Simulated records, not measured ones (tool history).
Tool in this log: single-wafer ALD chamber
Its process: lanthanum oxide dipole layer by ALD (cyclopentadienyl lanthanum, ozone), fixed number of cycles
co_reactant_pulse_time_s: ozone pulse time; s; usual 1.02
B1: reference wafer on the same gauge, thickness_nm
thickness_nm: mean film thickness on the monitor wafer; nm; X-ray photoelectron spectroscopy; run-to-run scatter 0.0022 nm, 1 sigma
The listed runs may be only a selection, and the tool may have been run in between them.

Run 1, hour 0.0: usual settings but co_reactant_pulse_time_s 0.78 s; B1 0.489. Result: thickness_nm 0.465 nm.
Run 2, hour 6.0: usual settings but co_reactant_pulse_time_s 0.78 s; B1 0.489. Result: thickness_nm 0.464 nm.
Run 3, hour 19.7: usual settings but co_reactant_pulse_time_s 0.72 s; B1 0.491. Result: thickness_nm 0.457 nm.
Run 4, hour 30.8: usual settings but co_reactant_pulse_time_s 0.72 s; B1 0.490. Result: thickness_nm 0.457 nm.
Run 5, hour 36.8: usual settings; B1 0.489. Result: thickness_nm 0.496 nm.
Run 6, hour 48.2: usual settings; B1 0.489. Result: thickness_nm 0.493 nm.
Run 7, hour 62.2: usual settings but co_reactant_pulse_time_s 1.33 s; B1 0.490. Result: thickness_nm 0.521 nm.
Run 8, hour 76.2: usual settings but co_reactant_pulse_time_s 0.73 s; B1 0.491. Result: thickness_nm 0.462 nm.
Run 9, hour 91.4: usual settings but co_reactant_pulse_time_s 0.73 s; B1 0.489. Result: thickness_nm 0.459 nm.
Run 10, hour 130.1: usual settings but co_reactant_pulse_time_s 1.27 s; B1 0.491. Result: thickness_nm 0.513 nm.
Run 11, hour 141.6: usual settings but co_reactant_pulse_time_s 1.27 s; B1 0.489. Result: thickness_nm 0.508 nm.
Run 12, hour 157.4: usual settings; B1 0.490. Result: thickness_nm 0.493 nm.
Run 13, hour 169.9: usual settings; B1 0.490. Result: thickness_nm 0.494 nm.
Run 14, hour 182.1: usual settings; B1 0.489. Result: thickness_nm 0.494 nm.
Run 15, hour 188.4: usual settings but co_reactant_pulse_time_s 0.70 s; B1 0.490. Result: thickness_nm 0.449 nm.
At hour 202.7: ozone generator serviced.
At hour 211.9: thermocouple changed; heater temperature recalibrated.
Run 16, hour 212.4: usual settings; B1 0.490. Result: thickness_nm 0.494 nm.
Run 17, hour 216.1: usual settings but co_reactant_pulse_time_s 0.87 s; B1 0.489. Result: thickness_nm 0.482 nm.
Run 18, hour 229.4: usual settings but co_reactant_pulse_time_s 0.79 s; B1 0.490. Result: thickness_nm 0.463 nm.
Run 19, hour 242.2: usual settings but co_reactant_pulse_time_s 1.25 s; B1 0.490. Result: thickness_nm 0.512 nm.
At hour 254.3: gauge calibrated.
Run 20, hour 254.9: usual settings but co_reactant_pulse_time_s 1.37 s; B1 0.491. Result: thickness_nm 0.523 nm.
At hour 264.9: showerhead replaced.
Run 21, hour 270.3: usual settings but co_reactant_pulse_time_s 1.31 s; B1 0.490. Result: thickness_nm 0.515 nm.
Run 22, hour 276.3: usual settings but co_reactant_pulse_time_s 0.91 s; B1 0.490. Result: thickness_nm 0.481 nm.
Run 23, hour 290.8: usual settings; B1 0.490. Result: thickness_nm 0.493 nm.
Run 24, hour 298.8: usual settings; B1 0.490. Result: thickness_nm 0.490 nm.
Run 25, hour 306.2: usual settings but co_reactant_pulse_time_s 0.66 s; B1 0.490. Result: thickness_nm 0.447 nm.
Run 26, hour 323.9: usual settings but co_reactant_pulse_time_s 0.80 s; B1 0.489. Result: thickness_nm 0.468 nm.
Run 27, hour 332.0: usual settings but co_reactant_pulse_time_s 1.23 s; B1 0.489. Result: thickness_nm 0.508 nm.
Run 28, hour 341.0: usual settings but co_reactant_pulse_time_s 0.76 s; B1 0.490. Result: thickness_nm 0.462 nm.

For each run, what was the tool's unlogged condition?
wafer temperature above the value expected at the setpoint (K): 0, the same for each run
ozone dose above that of a generator just serviced (%): 0, the same for each run
gauge reads high (%): 0, the same for each run

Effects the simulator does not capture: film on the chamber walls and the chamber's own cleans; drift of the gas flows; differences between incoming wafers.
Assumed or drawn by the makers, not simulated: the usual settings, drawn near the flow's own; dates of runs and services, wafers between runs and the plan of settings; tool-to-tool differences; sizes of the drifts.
